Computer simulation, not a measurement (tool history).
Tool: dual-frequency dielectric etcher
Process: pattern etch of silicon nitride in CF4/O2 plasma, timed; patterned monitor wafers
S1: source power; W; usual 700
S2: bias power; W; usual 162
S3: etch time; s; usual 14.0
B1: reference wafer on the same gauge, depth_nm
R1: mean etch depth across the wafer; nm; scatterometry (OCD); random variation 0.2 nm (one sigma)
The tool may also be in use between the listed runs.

{"run": 1, "hour": 0.0, "S1": 700, "S2": 162, "S3": 14.0, "B1": 39.19, "R1": 39.04}
{"run": 2, "hour": 40.1, "S1": 700, "S2": 162, "S3": 14.0, "B1": 39.12, "R1": 38.75}
{"run": 3, "hour": 75.7, "S1": 700, "S2": 162, "S3": 14.0, "B1": 39.18, "R1": 39.18}
{"run": 4, "hour": 115.4, "S1": 740, "S2": 162, "S3": 14.0, "B1": 39.28, "R1": 41.1}
{"hour": 126.3, "done": "bias power generator calibrated"}
{"run": 5, "hour": 149.4, "S1": 600, "S2": 162, "S3": 17.0, "B1": 39.21, "R1": 41.84}
{"run": 6, "hour": 209.5, "S1": 780, "S2": 136, "S3": 14.0, "B1": 39.23, "R1": 40.65}
{"run": 7, "hour": 253.8, "S1": 630, "S2": 162, "S3": 14.0, "B1": 39.19, "R1": 35.61}
{"hour": 293.9, "done": "wet clean of the chamber"}
{"run": 8, "hour": 294.4, "S1": 880, "S2": 189, "S3": 14.0, "B1": 39.15, "R1": 49.48}
{"hour": 310.5, "done": "source power generator calibrated"}
{"run": 9, "hour": 321.7, "S1": 700, "S2": 162, "S3": 14.0, "B1": 39.24, "R1": 36.85}
{"run": 10, "hour": 350.6, "S1": 700, "S2": 162, "S3": 12.0, "B1": 39.25, "R1": 31.7}
{"run": 11, "hour": 399.1, "S1": 880, "S2": 162, "S3": 14.0, "B1": 39.2, "R1": 44.92}
{"run": 12, "hour": 456.3, "S1": 850, "S2": 146, "S3": 16.0, "B1": 39.15, "R1": 48.62}
{"run": 13, "hour": 487.4, "S1": 700, "S2": 126, "S3": 14.0, "B1": 39.19, "R1": 34.61}
{"hour": 580.0, "done": "gauge calibrated"}
{"run": 14, "hour": 601.2, "S1": 840, "S2": 184, "S3": 16.5, "B1": 39.19, "R1": 53.13}
{"run": 15, "hour": 658.9, "S1": 700, "S2": 162, "S3": 14.0, "B1": 39.15, "R1": 37.24}
{"run": 16, "hour": 727.6, "S1": 770, "S2": 124, "S3": 11.0, "B1": 39.22, "R1": 29.15}
{"run": 17, "hour": 756.9, "S1": 700, "S2": 162, "S3": 17.5, "B1": 39.17, "R1": 46.65}
{"run": 18, "hour": 803.2, "S1": 700, "S2": 162, "S3": 14.0, "B1": 39.13, "R1": 37.72}
{"hour": 846.8, "done": "wet clean of the chamber"}
{"hour": 854.7, "done": "upper electrode replaced"}
{"run": 19, "hour": 855.2, "S1": 760, "S2": 199, "S3": 12.0, "B1": 39.26, "R1": 36.81}
{"run": 20, "hour": 898.5, "S1": 700, "S2": 162, "S3": 14.0, "B1": 39.23, "R1": 37.6}
{"run": 21, "hour": 933.2, "S1": 700, "S2": 162, "S3": 14.0, "B1": 39.16, "R1": 37.58}
{"run": 22, "hour": 982.8, "S1": 860, "S2": 145, "S3": 14.0, "B1": 39.09, "R1": 43.57}
{"run": 23, "hour": 1061.7, "S1": 700, "S2": 162, "S3": 14.0, "B1": 39.15, "R1": 37.74}
{"run": 24, "hour": 1124.3, "S1": 610, "S2": 125, "S3": 16.0, "B1": 39.24, "R1": 35.53}
{"run": 25, "hour": 1166.0, "S1": 560, "S2": 187, "S3": 14.0, "B1": 39.18, "R1": 32.9}
{"run": 26, "hour": 1199.6, "S1": 580, "S2": 181, "S3": 18.0, "B1": 39.25, "R1": 43.2}
{"run": 27, "hour": 1246.0, "S1": 600, "S2": 194, "S3": 16.5, "B1": 39.17, "R1": 42.07}
{"run": 28, "hour": 1289.2, "S1": 700, "S2": 131, "S3": 11.5, "B1": 39.15, "R1": 29.28}
{"hour": 1358.6, "done": "wet clean of the chamber"}
{"run": 29, "hour": 1359.1, "S1": 580, "S2": 149, "S3": 14.0, "B1": 39.29, "R1": 31.72}

Forecast each of these 5 alternatives for the next run:
{"run": "A", "hour": 1359.5, "S1": 700, "S2": 162, "S3": 14.0, "B1": "?", "R1": "?"}
{"run": "B", "hour": 1359.5, "S1": 700, "S2": 130, "S3": 14.0, "B1": "?", "R1": "?"}
{"run": "C", "hour": 1359.5, "S1": 700, "S2": 195, "S3": 11.5, "B1": "?", "R1": "?"}
{"run": "D", "hour": 1359.5, "S1": 850, "S2": 148, "S3": 17.0, "B1": "?", "R1": "?"}
{"run": "E", "hour": 1359.5, "S1": 650, "S2": 129, "S3": 12.5, "B1": "?", "R1": "?"}

run=A B1=39.21 R1=37.76
run=B B1=39.21 R1=35.37
run=C B1=39.21 R1=32.90
run=D B1=39.21 R1=52.51
run=E B1=39.21 R1=29.62
Without the tool's hidden state the same runs would have given:
run=A R1=36.92
run=B R1=34.58
run=C R1=32.17
run=D R1=51.34
run=E R1=28.95
